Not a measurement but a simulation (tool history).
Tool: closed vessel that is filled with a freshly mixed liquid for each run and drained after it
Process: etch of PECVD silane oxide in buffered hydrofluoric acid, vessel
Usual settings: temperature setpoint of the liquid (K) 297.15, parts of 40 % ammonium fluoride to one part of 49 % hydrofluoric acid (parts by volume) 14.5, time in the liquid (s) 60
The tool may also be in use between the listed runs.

run,hour,temperature setpoint of the liquid (K),parts of 40 % ammonium fluoride to one part of 49 % hydrofluoric acid (parts by volume),time in the liquid (s),wafers since the last listed run,hours since the thermometer was replaced,hours since the hydrofluoric acid flow meter was replaced,hours since the gauge calibration,"read-back film thickness of the PECVD silane oxide reference wafer, read on the same gauge (nm)",thickness taken off the PECVD silane oxide on a monitor wafer (Å)
1,0.0,297.15,14.5,60,0,236.8,1431.0,425.6,69.93,871.1
2,31.5,297.15,14.5,60,2875,268.3,1462.5,457.1,69.98,868.5
3,79.1,297.15,14.5,60,4344,315.9,1510.1,504.7,70.04,858.8
4,122.5,297.15,14.5,60,3961,359.3,1553.5,548.1,70.00,847.2
5,155.7,297.15,14.5,60,3030,392.5,1586.7,581.3,70.04,839.1
6,217.9,297.15,14.5,60,5677,454.7,1648.9,643.5,70.05,834.5
7,255.8,297.15,14.5,60,3459,492.6,1686.8,681.4,70.01,808.2
8,288.4,297.15,14.5,60,2975,525.2,1719.4,714.0,69.98,820.2
9,340.3,297.15,14.5,60,4737,577.1,1771.3,765.9,69.96,809.3
10,387.1,297.15,14.5,60,4271,623.9,1818.1,812.7,69.98,805.3
11,439.1,297.15,16.0,60,4746,675.9,1870.1,864.7,70.00,713.9
12,503.2,297.15,16.0,60,5850,740.0,1934.2,928.8,69.97,710.0
# hour 549.3: thermometer replaced
13,564.9,297.15,16.0,60,5540,15.6,1995.9,990.5,69.97,785.5
14,589.1,292.65,14.5,80,2208,39.8,2020.1,1014.7,69.97,898.2
15,631.7,298.65,18.5,80,3888,82.4,2062.7,1057.3,69.97,987.0
16,691.2,297.15,14.5,60,5430,141.9,2122.2,1116.8,70.03,836.4
17,729.7,297.15,14.5,60,3514,180.4,2160.7,1155.3,69.98,830.8
# hour 755.2: hydrofluoric acid flow meter replaced
18,788.8,300.65,12.0,40,5303,239.5,33.6,1214.4,70.03,936.3
# hour 812.8: gauge calibrated
19,817.7,297.15,14.5,60,2637,268.4,62.5,4.9,69.99,977.0
20,1013.9,297.15,14.5,40,17908,464.6,258.7,201.1,69.95,615.8
21,1061.3,294.15,11.0,85,4326,512.0,306.1,248.5,70.01,1433.6
22,1086.5,297.15,14.5,60,2300,537.2,331.3,273.7,69.99,919.9
23,1128.7,297.15,11.0,75,3851,579.4,373.5,315.9,70.01,1456.9
24,1191.5,299.65,20.0,35,5732,642.2,436.3,378.7,70.00,442.8
25,1248.2,292.15,16.5,45,5175,698.9,493.0,435.4,70.00,434.3
# hour 1287.3: thermometer replaced
26,1315.3,297.15,19.0,50,6033,28.0,560.1,502.5,70.02,626.3

4 ways to go on from here, each from the tool as it stands after run 26. What would each give?
A,1316.0,297.15,14.5,60,63,28.7,560.8,503.2,?,?
B,1316.0,293.15,11.5,40,63,28.7,560.8,503.2,?,?
C,1316.0,297.15,14.5,30,63,28.7,560.8,503.2,?,?
D,1316.0,293.15,11.0,60,63,28.7,560.8,503.2,?,?

run,"read-back film thickness of the PECVD silane oxide reference wafer, read on the same gauge (nm)",thickness taken off the PECVD silane oxide on a monitor wafer (Å)
A,69.98,955.0
B,69.98,640.4
C,69.98,477.5
D,69.98,1003.3
Without the tool's hidden state the same runs would have given:
run,thickness taken off the PECVD silane oxide on a monitor wafer (Å)
A,1003.3
B,672.8
C,501.7
D,1054.0
